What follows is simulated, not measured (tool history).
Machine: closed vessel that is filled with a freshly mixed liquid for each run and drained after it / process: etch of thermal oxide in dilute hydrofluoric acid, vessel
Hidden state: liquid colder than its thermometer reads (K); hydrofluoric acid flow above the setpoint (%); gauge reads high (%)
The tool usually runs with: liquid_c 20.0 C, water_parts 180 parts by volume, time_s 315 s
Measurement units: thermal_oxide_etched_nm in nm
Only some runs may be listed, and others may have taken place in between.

run,hour,liquid_c,water_parts,time_s,wafers since the last listed run,hours since the thermometer was replaced,hours since the hydrofluoric acid flow meter was replaced,hours since the gauge calibration,"read-back film thickness of the thermal oxide reference wafer, read on the same gauge (nm)",thermal_oxide_etched_nm
1,0.0,20.0,180,315,0,1830.8,540.2,84.2,90.01,5.73
2,14.9,20.0,180,315,1347,1845.7,555.1,99.1,89.99,5.70
3,22.3,18.5,180,315,669,1853.1,562.5,106.5,90.00,5.35
4,35.2,18.5,180,315,1166,1866.0,575.4,119.4,90.03,5.28
5,49.2,18.5,180,315,1265,1880.0,589.4,133.4,90.00,5.33
# hour 57.7: hydrofluoric acid flow meter replaced
6,58.1,18.5,215,315,714,1888.9,0.4,142.3,90.04,4.30
7,73.6,23.0,180,255,1401,1904.4,15.9,157.8,89.99,5.13
# hour 81.7: thermometer replaced
# hour 82.3: gauge calibrated
8,85.0,22.5,215,445,940,3.3,27.3,2.7,90.01,7.14
9,100.6,17.0,255,480,1410,18.9,42.9,18.3,89.99,5.03
10,108.0,21.5,180,315,669,26.3,50.3,25.7,89.96,6.03
11,114.1,20.0,180,170,551,32.4,56.4,31.8,89.99,3.05
12,128.4,20.0,180,430,1292,46.7,70.7,46.1,89.98,7.75
13,134.8,18.5,180,315,578,53.1,77.1,52.5,90.00,5.36
14,143.2,20.0,180,185,759,61.5,85.5,60.9,89.98,3.33

Consider 4 possible next runs. They are alternatives, not a sequence: every one starts from the tool as it was left by run 14. What does each give?
A,143.9,20.0,180,315,63,62.2,86.2,61.6,?,?
B,143.9,17.5,180,245,63,62.2,86.2,61.6,?,?
C,143.9,20.0,210,130,63,62.2,86.2,61.6,?,?
D,143.9,17.0,260,225,63,62.2,86.2,61.6,?,?

run,"read-back film thickness of the thermal oxide reference wafer, read on the same gauge (nm)",thermal_oxide_etched_nm
A,90.00,5.70
B,90.00,4.01
C,90.00,1.96
D,90.00,2.33
The same runs, with their run-to-run variation unchanged, on a tool lacking any hidden condition would have given:
run,thermal_oxide_etched_nm
A,5.70
B,4.01
C,1.96
D,2.33
